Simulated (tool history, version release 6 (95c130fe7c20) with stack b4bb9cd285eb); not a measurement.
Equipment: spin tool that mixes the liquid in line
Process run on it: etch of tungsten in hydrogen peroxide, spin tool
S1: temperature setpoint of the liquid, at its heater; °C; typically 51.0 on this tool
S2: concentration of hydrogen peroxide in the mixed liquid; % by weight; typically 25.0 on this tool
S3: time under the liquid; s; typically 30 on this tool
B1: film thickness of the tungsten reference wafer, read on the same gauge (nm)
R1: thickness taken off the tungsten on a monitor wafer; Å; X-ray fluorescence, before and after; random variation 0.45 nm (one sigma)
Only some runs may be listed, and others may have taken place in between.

run 1 day=0.000 | S1=51.0 S2=25.0 S3=30 | B1=60.01 | R1=749.2
run 2 day=1.042 | S1=51.0 S2=25.0 S3=30 | B1=60.02 | R1=752.5
run 3 day=1.850 | S1=51.0 S2=25.0 S3=30 | B1=59.98 | R1=749.0
run 4 day=2.792 | S1=51.0 S2=25.0 S3=30 | B1=60.00 | R1=743.1
run 5 day=4.158 | S1=51.0 S2=25.0 S3=20 | B1=59.99 | R1=493.6
run 6 day=5.604 | S1=51.0 S2=25.0 S3=20 | B1=60.03 | R1=488.2
run 7 day=6.421 | S1=51.0 S2=25.0 S3=30 | B1=60.01 | R1=735.8
run 8 day=7.871 | S1=58.5 S2=27.0 S3=30 | B1=60.04 | R1=1194.3
run 9 day=8.458 | S1=51.0 S2=25.0 S3=30 | B1=59.96 | R1=733.4
-- day=8.862 heated supply line repaired
run 10 day=9.100 | S1=55.5 S2=23.0 S3=20 | B1=59.97 | R1=615.1
-- day=9.912 peroxide flow meter replaced
-- day=10.792 thermometer replaced
-- day=10.942 gauge calibrated
-- day=12.279 new drum of peroxide connected
run 11 day=12.429 | S1=51.0 S2=27.5 S3=30 | B1=59.99 | R1=921.1
run 12 day=13.512 | S1=51.0 S2=25.0 S3=40 | B1=59.98 | R1=1162.4
run 13 day=14.871 | S1=51.0 S2=25.0 S3=30 | B1=60.04 | R1=860.8
run 14 day=17.125 | S1=60.0 S2=25.0 S3=20 | B1=60.00 | R1=982.1

5 ways to go on from here, each from the tool as it stands after run 14. What would each give?
run A day=17.142 | S1=51.0 S2=20.0 S3=30 | B1=? | R1=?
run B day=17.142 | S1=54.0 S2=30.0 S3=35 | B1=? | R1=?
run C day=17.142 | S1=51.0 S2=25.0 S3=50 | B1=? | R1=?
run D day=17.142 | S1=51.0 S2=22.5 S3=30 | B1=? | R1=?
run E day=17.142 | S1=51.0 S2=29.5 S3=30 | B1=? | R1=?

run=A B1=60.02 R1=768.6
run=B B1=60.02 R1=1316.0
run=C B1=60.02 R1=1432.2
run=D B1=60.02 R1=815.2
run=E B1=60.02 R1=933.4
The same runs, with their run-to-run variation unchanged, on a tool lacking any hidden condition would have given:
run=A R1=790.1
run=B R1=1352.4
run=C R1=1472.3
run=D R1=838.1
run=E R1=959.6

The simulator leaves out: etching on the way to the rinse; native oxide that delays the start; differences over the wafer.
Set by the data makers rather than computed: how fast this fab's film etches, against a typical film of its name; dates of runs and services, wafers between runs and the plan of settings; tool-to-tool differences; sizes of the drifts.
